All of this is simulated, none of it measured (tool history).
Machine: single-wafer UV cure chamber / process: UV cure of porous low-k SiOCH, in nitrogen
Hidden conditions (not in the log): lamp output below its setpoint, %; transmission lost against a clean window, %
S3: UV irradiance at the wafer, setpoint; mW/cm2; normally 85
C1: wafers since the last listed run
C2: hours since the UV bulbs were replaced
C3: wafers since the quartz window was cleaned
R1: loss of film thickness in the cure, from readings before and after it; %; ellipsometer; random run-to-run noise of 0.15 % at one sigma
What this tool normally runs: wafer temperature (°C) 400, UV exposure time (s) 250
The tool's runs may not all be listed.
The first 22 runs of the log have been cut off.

Run 23, hour 1197.3: usual settings; C1 271; C2 597.2; C3 1518. Result: R1 9.047 %.
Run 24, hour 1255.9: usual settings; C1 235; C2 655.8; C3 1754. Result: R1 8.732 %.
Run 25, hour 1280.3: usual settings but wafer temperature (°C) 391, S3 47 mW/cm2; C1 98; C2 680.2; C3 1853. Result: R1 6.37 %.
Run 26, hour 1315.5: usual settings but UV exposure time (s) 185, S3 106 mW/cm2; C1 141; C2 715.4; C3 1994. Result: R1 8.466 %.
Run 27, hour 1355.4: usual settings but wafer temperature (°C) 392, S3 51 mW/cm2; C1 160; C2 755.3; C3 2155. Result: R1 6.58 %.
At hour 1367.1: quartz window cleaned.
Run 28, hour 1569.8: usual settings but S3 105 mW/cm2; C1 830; C2 969.7; C3 816. Result: R1 9.609 %.
Run 29, hour 1636.1: usual settings but wafer temperature (°C) 386, UV exposure time (s) 135, S3 103 mW/cm2; C1 266; C2 1036; C3 1083. Result: R1 6.595 %.
Run 30, hour 1703.9: usual settings; C1 272; C2 1103.8; C3 1356. Result: R1 8.351 %.
Run 31, hour 1744.3: usual settings; C1 162; C2 1144.2; C3 1518. Result: R1 8.26 %.
Run 32, hour 1768.9: usual settings; C1 99; C2 1168.8; C3 1617. Result: R1 8.144 %.
Run 33, hour 1807.6: usual settings but wafer temperature (°C) 391, UV exposure time (s) 340, S3 116 mW/cm2; C1 155; C2 1207.5; C3 1773. Result: R1 10.775 %.
Run 34, hour 1842.4: usual settings but wafer temperature (°C) 381, UV exposure time (s) 290; C1 140; C2 1242.3; C3 1913. Result: R1 8.435 %.

Here are 3 independent what-if runs from the current tool condition. What would each one return?
Run A, hour 1842.9: usual settings but UV exposure time (s) 385; C1 2; C2 1242.8; C3 1915. Result: R1 ?.
Run B, hour 1842.9: usual settings but UV exposure time (s) 195; C1 2; C2 1242.8; C3 1915. Result: R1 ?.
Run C, hour 1842.9: usual settings but wafer temperature (°C) 406, S3 65 mW/cm2; C1 2; C2 1242.8; C3 1915. Result: R1 ?.

run      R1
  A  10.064
  B   7.183
  C   7.195
Take away the tool's hidden state, keep each run's random variation, and the runs would have read:
run      R1
  A  12.984
  B    9.87
  C   9.883
